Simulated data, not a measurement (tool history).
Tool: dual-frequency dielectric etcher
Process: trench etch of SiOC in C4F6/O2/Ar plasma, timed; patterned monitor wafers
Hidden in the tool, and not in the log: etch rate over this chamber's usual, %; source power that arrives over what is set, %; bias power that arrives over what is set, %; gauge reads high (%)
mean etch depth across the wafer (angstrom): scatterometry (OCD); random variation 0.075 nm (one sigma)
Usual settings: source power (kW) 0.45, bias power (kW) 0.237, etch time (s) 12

run,hour,source power (kW),bias power (kW),etch time (s),wafers since the last listed run,hours since the last wet clean,hours since the last source power generator calibration,hours since the last bias power generator calibration,hours since the last upper electrode change,hours since the gauge calibration,"read-back reference wafer on the same gauge, depth_nm",mean etch depth across the wafer (angstrom)
1,0,0.45,0.237,12,0,333.7,1420.5,2303.6,2311.8,689.9,33.12,279.3
# hour 19: gauge calibrated
2,67.7,0.45,0.237,12,1616,401.4,1488.2,2371.3,2379.5,48.7,33.08,279.3
3,109.3,0.45,0.237,12,993,443,1529.8,2412.9,2421.1,90.3,33.1,279.4
# hour 163: wet clean of the chamber
4,190.9,0.45,0.237,12,1375,27.9,1611.4,2494.5,2502.7,171.9,33.09,278
5,260.9,0.45,0.237,12,1671,97.9,1681.4,2564.5,2572.7,241.9,33.08,280.2
6,330.8,0.45,0.237,12,1669,167.8,1751.3,2634.4,2642.6,311.8,33.14,279.6
7,375.2,0.45,0.237,12,1060,212.2,1795.7,2678.8,2687,356.2,33.11,278.8
# hour 425.9: upper electrode replaced
# hour 451.5: bias power generator calibrated
8,475,0.56,0.237,8.5,1714,312,1895.5,23.5,49.1,456,33.14,215.9
9,565.5,0.5,0.208,12,2161,402.5,1986,114,139.6,546.5,33.1,273.2
# hour 635.8: source power generator calibrated
# hour 640.1: wet clean of the chamber
10,672.4,0.45,0.237,12,2354,32.3,36.6,220.9,246.5,653.4,33.11,277.8
# hour 748.8: gauge calibrated
11,751.5,0.45,0.186,14.5,1889,111.4,115.7,300,325.6,2.7,33.1,294.8
12,814,0.36,0.22,14.5,1492,173.9,178.2,362.5,388.1,65.2,33.09,293
13,913.8,0.45,0.237,12,2383,273.7,278,462.3,487.9,165,33.11,278.8
14,952.9,0.45,0.237,14,933,312.8,317.1,501.4,527,204.1,33.1,324.8

3 ways to go on from here, each from the tool as it stands after run 14. What would each give?
A,953.3,0.49,0.237,12,9,313.2,317.5,501.8,527.4,204.5,?,?
B,953.3,0.35,0.237,13.5,9,313.2,317.5,501.8,527.4,204.5,?,?
C,953.3,0.48,0.257,11,9,313.2,317.5,501.8,527.4,204.5,?,?

run,"read-back reference wafer on the same gauge, depth_nm",mean etch depth across the wafer (angstrom)
A,33.13,289.2
B,33.13,280.5
C,33.13,274.1
Without the tool's hidden state the same runs would have given:
run,mean etch depth across the wafer (angstrom)
A,289.2
B,280.5
C,274.1

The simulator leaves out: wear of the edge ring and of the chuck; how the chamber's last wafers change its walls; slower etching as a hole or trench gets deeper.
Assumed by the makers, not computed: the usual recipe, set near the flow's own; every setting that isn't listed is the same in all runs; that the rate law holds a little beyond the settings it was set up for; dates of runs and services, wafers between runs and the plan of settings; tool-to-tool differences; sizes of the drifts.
